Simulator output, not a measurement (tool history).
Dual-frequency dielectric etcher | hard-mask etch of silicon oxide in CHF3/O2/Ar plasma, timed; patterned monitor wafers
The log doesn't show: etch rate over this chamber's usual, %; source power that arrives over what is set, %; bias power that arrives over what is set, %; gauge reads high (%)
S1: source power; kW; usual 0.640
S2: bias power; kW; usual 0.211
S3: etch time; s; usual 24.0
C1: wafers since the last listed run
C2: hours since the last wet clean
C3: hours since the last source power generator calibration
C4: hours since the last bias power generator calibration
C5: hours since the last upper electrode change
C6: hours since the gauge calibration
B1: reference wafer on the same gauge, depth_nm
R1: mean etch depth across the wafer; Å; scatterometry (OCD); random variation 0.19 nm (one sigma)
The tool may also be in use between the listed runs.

run	day	S1	S2	S3	C1	C2	C3	C4	C5	C6	B1	R1
1	0.000	0.640	0.211	24.0	0	113.6	1542.7	1726.2	2371.7	1775.4	44.2	521
2	1.950	0.640	0.211	24.0	416	160.4	1589.5	1773.0	2418.5	1822.2	44.2	527
3	4.233	0.640	0.211	24.0	487	215.2	1644.3	1827.8	2473.3	1877.0	44.2	527
4	5.775	0.610	0.200	24.0	329	252.2	1681.3	1864.8	2510.3	1914.0	44.2	503
5	8.025	0.680	0.211	24.0	480	306.2	1735.3	1918.8	2564.3	1968.0	44.2	531
6	10.825	0.680	0.211	24.0	597	373.4	1802.5	1986.0	2631.5	2035.2	44.2	535
# day 11.596: source power generator calibrated
# day 14.225: wet clean of the chamber
7	14.246	0.640	0.211	24.0	481	0.5	63.6	2068.1	2713.6	2117.3	44.2	530
8	16.542	0.680	0.211	21.0	490	55.6	118.7	2123.2	2768.7	2172.4	44.2	470
9	18.317	0.600	0.211	24.0	379	98.2	161.3	2165.8	2811.3	2215.0	44.3	517
10	19.842	0.640	0.180	24.0	325	134.8	197.9	2202.4	2847.9	2251.6	44.2	502
11	21.050	0.640	0.211	24.0	258	163.8	226.9	2231.4	2876.9	2280.6	44.2	528
12	22.542	0.530	0.211	17.0	318	199.6	262.7	2267.2	2912.7	2316.4	44.2	353
13	24.754	0.640	0.211	28.5	472	252.7	315.8	2320.3	2965.8	2369.5	44.2	628
# day 27.692: upper electrode replaced
14	27.712	0.640	0.211	24.0	418	323.7	386.8	2391.3	0.5	2440.5	44.1	526
15	29.592	0.550	0.234	19.5	401	368.8	431.9	2436.4	45.6	2485.6	44.2	429
# day 30.275: gauge calibrated
16	31.442	0.530	0.238	26.0	395	413.2	476.3	2480.8	90.0	28.0	44.1	566
17	32.812	0.640	0.211	24.0	292	446.1	509.2	2513.7	122.9	60.9	44.2	529
# day 34.008: wet clean of the chamber
18	34.029	0.640	0.211	24.0	46	0.5	538.4	2542.9	152.1	90.1	44.2	531
# day 41.267: bias power generator calibrated
19	41.288	0.590	0.211	29.5	1514	174.7	712.6	0.5	326.3	264.3	44.2	646
20	42.204	0.640	0.211	24.0	195	196.7	734.6	22.5	348.3	286.3	44.2	536
21	43.575	0.760	0.211	28.5	292	229.6	767.5	55.4	381.2	319.2	44.2	670
22	44.967	0.680	0.262	20.5	297	263.0	800.9	88.8	414.6	352.6	44.2	507
23	46.454	0.580	0.237	19.0	317	298.7	836.6	124.5	450.3	388.3	44.1	428
24	47.746	0.640	0.227	29.5	275	329.7	867.6	155.5	481.3	419.3	44.3	678
25	50.421	0.490	0.224	24.0	571	393.9	931.8	219.7	545.5	483.5	44.2	509
26	53.183	0.480	0.211	21.5	589	460.2	998.1	286.0	611.8	549.8	44.2	439
# day 55.338: wet clean of the chamber
27	55.358	0.640	0.211	24.0	250	0.5	1050.3	338.2	664.0	602.0	44.2	536
28	57.233	0.500	0.182	19.0	400	45.5	1095.3	383.2	709.0	647.0	44.2	373
29	59.258	0.640	0.211	24.0	432	94.1	1143.9	431.8	757.6	695.6	44.2	532
30	61.904	0.640	0.211	24.0	564	157.6	1207.4	495.3	821.1	759.1	44.2	533

Forecast each of these 4 alternatives for the next run:
A	61.921	0.640	0.183	24.0	3	158.0	1207.8	495.7	821.5	759.5	?	?
B	61.921	0.580	0.250	30.5	3	158.0	1207.8	495.7	821.5	759.5	?	?
C	61.921	0.490	0.231	18.5	3	158.0	1207.8	495.7	821.5	759.5	?	?
D	61.921	0.640	0.233	27.0	3	158.0	1207.8	495.7	821.5	759.5	?	?

run	B1	R1
A	44.2	509
B	44.2	707
C	44.2	397
D	44.2	626
Without the tool's hidden state the same runs would have given:
run	R1
A	516
B	717
C	403
D	635
